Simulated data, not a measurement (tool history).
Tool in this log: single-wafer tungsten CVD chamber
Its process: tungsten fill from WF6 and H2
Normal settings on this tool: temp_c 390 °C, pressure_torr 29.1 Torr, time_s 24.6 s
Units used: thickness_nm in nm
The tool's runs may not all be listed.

run   hour  temp_c  pressure_torr  time_s  read-back reference wafer on the same gauge, thickness_nm  thickness_nm
  1      0     390           29.1    24.6                                                     63.504        58.791
  2    7.3     390           29.1    24.6                                                     63.489        58.728
  3   18.8     390           29.1    24.6                                                     63.489        58.845
  4   55.3     390           29.1    24.6                                                     63.493        58.641
        64  -- capacitance manometer re-zeroed and calibrated
  5   69.8     390           29.1    24.6                                                       63.5        58.442
      73.7  -- gauge calibrated
      79.4  -- showerhead replaced
  6   86.9     390           29.1    24.6                                                     63.489        58.562
  7  103.5     390           29.1    24.6                                                     63.509        58.454
  8  110.9     399           29.1    27.6                                                     63.533        78.426
  9  120.7     390           29.1    25.9                                                     63.509        61.637
 10  126.9     380           36.3    28.9                                                     63.494        61.864
     149.6  -- thermocouple changed; heater temperature recalibrated
 11  150.1     390           29.1    24.6                                                     63.507        66.911

The next listed run, before its measurement:
 12  154.1     377           35.1    24.6                                                          ?             ?

Run 12 gave read-back reference wafer on the same gauge, thickness_nm 63.483, thickness_nm 56.198 nm.
Had the tool carried no hidden state, the very same run would have given thickness_nm 55.929 nm.
